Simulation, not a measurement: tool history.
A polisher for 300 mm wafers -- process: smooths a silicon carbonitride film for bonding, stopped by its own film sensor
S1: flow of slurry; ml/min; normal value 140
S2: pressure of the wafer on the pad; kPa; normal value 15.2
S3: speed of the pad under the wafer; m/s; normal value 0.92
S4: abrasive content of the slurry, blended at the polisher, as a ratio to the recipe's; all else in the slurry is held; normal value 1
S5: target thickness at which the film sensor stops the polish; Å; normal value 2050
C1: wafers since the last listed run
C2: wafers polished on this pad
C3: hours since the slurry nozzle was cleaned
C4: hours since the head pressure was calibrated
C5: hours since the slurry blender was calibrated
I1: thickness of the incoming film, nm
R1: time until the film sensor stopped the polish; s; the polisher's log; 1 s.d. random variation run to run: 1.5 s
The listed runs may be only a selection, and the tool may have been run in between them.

run,hour,S1,S2,S3,S4,S5,C1,C2,C3,C4,C5,I1,R1
1,0,140,13.1,0.92,1,2050,0,420,233,486.2,165.8,238,152
2,8.1,140,13.8,0.92,1,2050,58,479,241.1,494.3,173.9,241,161.9
# hour 10: slurry nozzle cleaned
3,22.2,140,15.2,0.92,1,2050,94,574,12.2,508.4,188,242.2,139.9
4,40,140,15.2,0.92,1,2050,128,702,30,526.2,205.8,241.1,137.4
5,47,140,15.2,0.92,1,2050,50,753,37,533.2,212.8,237.8,126.4
6,62.9,140,15.2,0.92,1,2050,115,868,52.9,549.1,228.7,241.2,141.2
7,70,140,15.2,0.92,1,2050,51,920,60,556.2,235.8,238.1,129.7
8,82.6,140,15.2,0.92,1,2050,91,1011,72.6,568.8,248.4,241.8,146.7
9,89.9,140,15.2,0.92,1,2050,52,1064,79.9,576.1,255.7,238,130.5
10,125,140,15.2,0.92,1,2050,254,1318,115,611.2,290.8,240.9,141.8
11,131.6,140,15.2,0.92,1,2050,47,1366,121.6,617.8,297.4,241.3,144.7
12,138.5,140,15.2,0.92,1,2050,49,1416,128.5,624.7,304.3,240.1,142.1
13,148,140,15.2,0.92,1,2050,68,1484,138,634.2,313.8,239.2,140.2
# hour 152.6: worn pad replaced by a new one
14,159.1,140,15.2,0.92,1,2050,51,46,149.1,645.3,324.9,240.4,146.5
15,168.2,140,15.2,0.92,1,2050,65,112,158.2,654.4,334,240.1,144.7
16,182.6,140,15.2,0.6,1,2050,104,216,172.6,668.8,348.4,242.7,220.5
# hour 193.1: slurry blender recalibrated
17,194,140,15.2,0.92,1,2050,68,284,184,680.2,0.9,240.3,135.4
18,203.4,140,15.2,1.04,1,2050,68,353,193.4,689.6,10.3,236.9,109.8
19,209.8,140,15.2,0.92,1,2050,46,399,199.8,696,16.7,240.2,135.8
20,225.9,110,15.2,0.92,1.2,2010,116,515,215.9,712.1,32.8,243.2,163.2
21,238.3,140,15.2,0.92,1,2050,89,605,228.3,724.5,45.2,238.4,131
22,251.7,140,15.2,0.7,1,2050,97,702,241.7,737.9,58.6,236.6,158.3
# hour 258.2: slurry nozzle cleaned
# hour 259.6: head pressure recalibrated
23,260.1,100,15.2,1.16,1,2050,44,746,1.9,0.5,67,238.2,105.2
24,274.2,140,12.4,0.76,1.3,2090,102,848,16,14.6,81.1,241.2,151.7

For run 25, what comes out?
25,291.6,140,18.6,0.72,1.2,2090,125,974,33.4,32,98.5,243.8,?

For run 25 the tool returned R1 121.6 s.
With the hidden condition absent and the run-to-run variation left alone, this run would have shown R1 111.1 s.
